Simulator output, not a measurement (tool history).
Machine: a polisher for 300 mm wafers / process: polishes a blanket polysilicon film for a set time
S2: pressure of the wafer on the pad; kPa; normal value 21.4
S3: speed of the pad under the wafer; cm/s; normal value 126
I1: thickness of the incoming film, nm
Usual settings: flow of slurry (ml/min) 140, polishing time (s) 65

Run 1, hour 0.0: usual settings; I1 2358.3. Result: film removed (angstrom) 7566.
Run 2, hour 49.3: usual settings but S2 27.6 kPa, S3 150 cm/s; I1 2394.2. Result: film removed (angstrom) 11054.
Run 3, hour 116.4: usual settings but S2 27.6 kPa, S3 150 cm/s; I1 2396.5. Result: film removed (angstrom) 10952.
Run 4, hour 177.2: usual settings but S2 27.6 kPa, S3 150 cm/s; I1 2378.4. Result: film removed (angstrom) 10941.
At hour 231.6: slurry nozzle cleaned.
Run 5, hour 280.2: usual settings; I1 2393.0. Result: film removed (angstrom) 7905.
At hour 419.6: worn pad replaced by a new one, of another model than before.
Run 6, hour 436.6: usual settings; I1 2366.6. Result: film removed (angstrom) 7832.
Run 7, hour 537.6: usual settings; I1 2393.1. Result: film removed (angstrom) 7849.
Run 8, hour 624.9: usual settings; I1 2370.5. Result: film removed (angstrom) 7825.
Run 9, hour 692.6: usual settings; I1 2355.7. Result: film removed (angstrom) 8183.
At hour 793.2: head pressure recalibrated.
Run 10, hour 799.9: usual settings; I1 2364.5. Result: film removed (angstrom) 7404.
Run 11, hour 895.6: usual settings; I1 2352.8. Result: film removed (angstrom) 7517.
Run 12, hour 1001.4: usual settings; I1 2389.3. Result: film removed (angstrom) 7497.
At hour 1058.9: slurry nozzle cleaned.
Run 13, hour 1075.2: usual settings; I1 2434.8. Result: film removed (angstrom) 7644.
At hour 1141.4: worn pad replaced by a new one.
Run 14, hour 1149.2: usual settings but polishing time (s) 78; I1 2415.3. Result: film removed (angstrom) 9014.
Run 15, hour 1226.8: usual settings but flow of slurry (ml/min) 165, S3 104 cm/s; I1 2438.2. Result: film removed (angstrom) 6766.
Run 16, hour 1506.0: usual settings; I1 2433.3. Result: film removed (angstrom) 7723.
Run 17, hour 1548.4: usual settings but flow of slurry (ml/min) 100, S2 13.8 kPa, S3 110 cm/s, polishing time (s) 48; I1 2393.7. Result: film removed (angstrom) 3215.
Run 18, hour 1623.5: usual settings but flow of slurry (ml/min) 105, S2 28.3 kPa, S3 106 cm/s, polishing time (s) 82; I1 2376.3. Result: film removed (angstrom) 9252.
Run 19, hour 1689.6: usual settings but S3 168 cm/s, polishing time (s) 57; I1 2423.7. Result: film removed (angstrom) 8875.
At hour 1772.7: slurry nozzle cleaned.
Run 20, hour 1780.6: usual settings but S3 146 cm/s; I1 2365.8. Result: film removed (angstrom) 9088.
At hour 1797.0: worn pad replaced by a new one.
Run 21, hour 1858.9: usual settings but flow of slurry (ml/min) 175, S2 18.6 kPa, S3 88 cm/s, polishing time (s) 76; I1 2403.9. Result: film removed (angstrom) 6946.
At hour 1868.0: head pressure recalibrated.
Run 22, hour 1949.8: usual settings; I1 2411.1. Result: film removed (angstrom) 7643.
Run 23, hour 2006.7: usual settings; I1 2404.2. Result: film removed (angstrom) 7775.
Run 24, hour 2075.8: usual settings but S3 114 cm/s, polishing time (s) 43; I1 2371.9. Result: film removed (angstrom) 4728.

Predict the results of run 25:
Run 25, hour 2254.3: usual settings; I1 2393.5. Result: film removed (angstrom) ?.

film removed (angstrom): 7523
With the hidden condition absent and the run-to-run variation left alone, this run would have shown film removed (angstrom) 7450.

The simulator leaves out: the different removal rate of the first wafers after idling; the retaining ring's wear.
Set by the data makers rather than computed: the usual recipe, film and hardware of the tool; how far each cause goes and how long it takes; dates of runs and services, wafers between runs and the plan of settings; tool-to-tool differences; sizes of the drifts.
